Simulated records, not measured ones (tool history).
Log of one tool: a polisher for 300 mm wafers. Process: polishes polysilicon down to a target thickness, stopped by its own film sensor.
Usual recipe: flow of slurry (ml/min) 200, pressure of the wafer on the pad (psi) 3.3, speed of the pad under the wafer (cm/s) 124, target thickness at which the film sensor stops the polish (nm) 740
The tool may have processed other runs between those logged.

run     day  flow of slurry (ml/min)  pressure of the wafer on the pad (psi)  speed of the pad under the wafer (cm/s)  target thickness at which the film sensor stops the polish (nm)  incoming thickness of the incoming film, nm  time until the film sensor stopped the polish (s)
  1       0                      200                                     3.3                                      124                                                              740                                       1254.2                                               33.2
  2   1.654                      200                                     3.3                                      124                                                              740                                       1249.9                                               33.8
  3   6.083                      200                                     3.3                                      124                                                              740                                       1238.9                                               34.9
      9.221  -- slurry nozzle cleaned
  4    9.85                      200                                     3.3                                      124                                                              740                                       1248.3                                               36.1
     11.454  -- worn pad replaced by a new one
  5   13.25                      200                                     3.3                                      124                                                              740                                       1232.1                                               31.6
  6  15.608                      200                                     3.3                                      124                                                              740                                       1230.3                                               31.8
  7  18.217                      200                                     3.3                                      124                                                              740                                       1255.8                                               35.1
  8  21.771                      145                                     3.3                                      124                                                              740                                       1272.3                                               38.1
     25.725  -- slurry nozzle cleaned
  9  26.262                      200                                     3.3                                      124                                                              740                                       1248.2                                                 36
     26.871  -- head pressure recalibrated
     29.275  -- worn pad replaced by a new one
 10  30.521                      200                                     3.3                                      124                                                              740                                       1269.1                                               33.9
 11  34.992                      200                                     3.3                                      124                                                              740                                       1249.3                                               33.4
 12  39.188                      200                                     3.6                                      124                                                              740                                       1232.2                                               29.9
 13  42.654                      200                                     3.3                                      124                                                              740                                       1255.1                                               35.8

Run 14 is up next; what results do you expect?
     42.942  -- slurry nozzle cleaned
 14  46.538                      145                                     3.3                                      108                                                              740                                       1240.7                                                  ?

time until the film sensor stopped the polish (s): 43.6
With the hidden condition absent and the run-to-run variation left alone, this run would have shown time until the film sensor stopped the polish (s) 37.7.

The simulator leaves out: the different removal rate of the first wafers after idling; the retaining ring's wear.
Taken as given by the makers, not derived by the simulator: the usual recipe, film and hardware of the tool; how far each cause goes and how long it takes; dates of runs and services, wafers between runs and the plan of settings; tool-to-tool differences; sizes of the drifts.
